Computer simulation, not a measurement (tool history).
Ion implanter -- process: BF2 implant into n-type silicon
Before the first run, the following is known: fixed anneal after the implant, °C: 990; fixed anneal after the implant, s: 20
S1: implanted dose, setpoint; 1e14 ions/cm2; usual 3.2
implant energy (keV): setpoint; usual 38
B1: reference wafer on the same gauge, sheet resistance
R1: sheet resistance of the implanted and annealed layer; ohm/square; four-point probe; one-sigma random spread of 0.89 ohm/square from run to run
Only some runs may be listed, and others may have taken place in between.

run 1 day=0 | S1=3 implant_energy_(keV)=43.5 | B1=319.24 | R1=367.2
run 2 day=1.9 | S1=3 implant_energy_(keV)=43.5 | B1=318.85 | R1=369.04
run 3 day=2.25 | S1=3 implant_energy_(keV)=43.5 | B1=318.89 | R1=368.54
run 4 day=2.638 | S1=3.58 implant_energy_(keV)=38 | B1=318.99 | R1=319.37
run 5 day=2.908 | S1=3.2 implant_energy_(keV)=38 | B1=318.95 | R1=354.26
run 6 day=3.525 | S1=3.2 implant_energy_(keV)=38 | B1=318.84 | R1=352.63
run 7 day=3.812 | S1=3.2 implant_energy_(keV)=38 | B1=319.05 | R1=353.52
run 8 day=4.558 | S1=3.2 implant_energy_(keV)=33.5 | B1=318.84 | R1=355.02
run 9 day=5.279 | S1=3.2 implant_energy_(keV)=33.5 | B1=319.02 | R1=356.21
run 10 day=6.942 | S1=2.61 implant_energy_(keV)=38 | B1=319.04 | R1=420.33
run 11 day=7.375 | S1=3.2 implant_energy_(keV)=38 | B1=319.27 | R1=352.06
-- day=8.162 extraction supply calibrated
run 12 day=8.183 | S1=3.2 implant_energy_(keV)=38 | B1=318.94 | R1=353.77
run 13 day=8.758 | S1=2.52 implant_energy_(keV)=32.5 | B1=318.86 | R1=435.97
-- day=9.204 Faraday cup replaced and dose calibrated
run 14 day=9.342 | S1=3.2 implant_energy_(keV)=38 | B1=319.23 | R1=351.68
run 15 day=9.796 | S1=3 implant_energy_(keV)=43.5 | B1=318.83 | R1=370.21
run 16 day=10.504 | S1=3.2 implant_energy_(keV)=38 | B1=319.27 | R1=352.67
run 17 day=11.179 | S1=2.39 implant_energy_(keV)=45 | B1=319.01 | R1=446.19
run 18 day=12.992 | S1=2.25 implant_energy_(keV)=49.5 | B1=319.18 | R1=460.63
-- day=13.154 gauge calibrated
run 19 day=14.633 | S1=3.2 implant_energy_(keV)=38 | B1=318.87 | R1=351.42
run 20 day=15.254 | S1=4.02 implant_energy_(keV)=26.5 | B1=318.95 | R1=299.88
run 21 day=15.725 | S1=3.2 implant_energy_(keV)=25.5 | B1=318.95 | R1=360.97
run 22 day=16.079 | S1=3.2 implant_energy_(keV)=27 | B1=318.86 | R1=360.27
run 23 day=16.438 | S1=3.2 implant_energy_(keV)=44 | B1=318.99 | R1=348.13
run 24 day=17.121 | S1=2.78 implant_energy_(keV)=51 | B1=319.02 | R1=387.76

Exercise: give the hidden state of the tool at every run:
deviation of the true dose from the Faraday cup's reading, %: 0, the same for each run
deviation of the true energy from its setpoint, %: 0, the same for each run
gauge reads high (%): 0, the same for each run

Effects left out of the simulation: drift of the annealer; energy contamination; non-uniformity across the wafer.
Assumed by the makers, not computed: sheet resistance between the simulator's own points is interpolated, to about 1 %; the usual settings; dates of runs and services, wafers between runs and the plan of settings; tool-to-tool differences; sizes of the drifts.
